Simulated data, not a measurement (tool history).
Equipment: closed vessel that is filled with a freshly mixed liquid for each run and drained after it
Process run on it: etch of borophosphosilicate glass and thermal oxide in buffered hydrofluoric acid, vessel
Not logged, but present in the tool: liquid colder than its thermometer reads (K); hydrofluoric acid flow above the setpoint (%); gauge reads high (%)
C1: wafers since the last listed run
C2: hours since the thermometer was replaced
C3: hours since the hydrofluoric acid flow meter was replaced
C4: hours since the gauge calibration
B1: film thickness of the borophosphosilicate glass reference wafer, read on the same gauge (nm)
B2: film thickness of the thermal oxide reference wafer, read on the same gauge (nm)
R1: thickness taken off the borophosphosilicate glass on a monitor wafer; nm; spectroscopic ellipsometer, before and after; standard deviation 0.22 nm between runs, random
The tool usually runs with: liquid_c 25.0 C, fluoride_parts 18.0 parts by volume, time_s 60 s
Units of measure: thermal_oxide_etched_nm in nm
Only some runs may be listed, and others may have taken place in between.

Run 1, hour 0.0: usual settings; C1 0; C2 2486.7; C3 875.6; C4 585.8; B1 30.01; B2 90.00. Result: R1 55.41 nm, thermal_oxide_etched_nm 41.36 nm.
Run 2, hour 84.5: usual settings but liquid_c 21.0 C, fluoride_parts 20.5 parts by volume; C1 5668; C2 2571.2; C3 960.1; C4 670.3; B1 29.99; B2 89.99. Result: R1 39.71 nm, thermal_oxide_etched_nm 29.74 nm.
Run 3, hour 126.5: usual settings but liquid_c 21.0 C, fluoride_parts 20.5 parts by volume; C1 2817; C2 2613.2; C3 1002.1; C4 712.3; B1 30.00; B2 90.01. Result: R1 39.69 nm, thermal_oxide_etched_nm 29.41 nm.
Run 4, hour 198.0: usual settings but time_s 80 s; C1 4796; C2 2684.7; C3 1073.6; C4 783.8; B1 30.02; B2 89.99. Result: R1 73.52 nm, thermal_oxide_etched_nm 55.88 nm.
Run 5, hour 242.0: usual settings but time_s 80 s; C1 2951; C2 2728.7; C3 1117.6; C4 827.8; B1 29.95; B2 89.99. Result: R1 74.21 nm, thermal_oxide_etched_nm 54.77 nm.
Run 6, hour 327.0: usual settings but time_s 80 s; C1 5701; C2 2813.7; C3 1202.6; C4 912.8; B1 30.01; B2 90.00. Result: R1 73.59 nm, thermal_oxide_etched_nm 55.38 nm.
At hour 379.7: thermometer replaced.
Run 7, hour 422.1: usual settings; C1 6312; C2 42.4; C3 1297.7; C4 1007.9; B1 29.95; B2 89.99. Result: R1 54.46 nm, thermal_oxide_etched_nm 40.76 nm.
Run 8, hour 524.2: usual settings; C1 6848; C2 144.5; C3 1399.8; C4 1110.0; B1 30.00; B2 90.00. Result: R1 54.55 nm, thermal_oxide_etched_nm 40.53 nm.
Run 9, hour 612.7: usual settings; C1 5936; C2 233.0; C3 1488.3; C4 1198.5; B1 29.96; B2 89.99. Result: R1 54.73 nm, thermal_oxide_etched_nm 40.42 nm.
Run 10, hour 665.6: usual settings but liquid_c 28.5 C, fluoride_parts 22.0 parts by volume, time_s 50 s; C1 3548; C2 285.9; C3 1541.2; C4 1251.4; B1 30.00; B2 90.01. Result: R1 45.77 nm, thermal_oxide_etched_nm 34.19 nm.
At hour 729.2: gauge calibrated.
At hour 744.1: hydrofluoric acid flow meter replaced.
Run 11, hour 761.0: usual settings; C1 6332; C2 381.3; C3 16.9; C4 31.8; B1 29.99; B2 90.00. Result: R1 54.12 nm, thermal_oxide_etched_nm 40.66 nm.
Run 12, hour 817.0: usual settings; C1 3756; C2 437.3; C3 72.9; C4 87.8; B1 29.96; B2 89.98. Result: R1 54.11 nm, thermal_oxide_etched_nm 40.52 nm.
At hour 890.4: thermometer replaced, repeated, since the last time left the tool worse.
Run 13, hour 915.8: usual settings; C1 6560; C2 25.4; C3 171.7; C4 186.6; B1 29.99; B2 90.00. Result: R1 57.19 nm, thermal_oxide_etched_nm 41.96 nm.
Run 14, hour 967.6: usual settings but liquid_c 27.0 C, time_s 80 s; C1 3474; C2 77.2; C3 223.5; C4 238.4; B1 30.02; B2 90.00. Result: R1 84.78 nm, thermal_oxide_etched_nm 62.58 nm.

Run 15, settings as shown, results not yet in. Your forecast:
Run 15, hour 1072.2: usual settings but fluoride_parts 24.5 parts by volume, time_s 50 s; C1 7016; C2 181.8; C3 328.1; C4 343.0; B1 ?; B2 ?. Result: R1 ?, thermal_oxide_etched_nm ?.

Run 15 produced B1 29.97, B2 90.02, R1 37.11 nm, thermal_oxide_etched_nm 27.97 nm.
If the tool had no hidden condition, the same run with the same run-to-run variation would have returned R1 37.19 nm, thermal_oxide_etched_nm 28.03 nm.
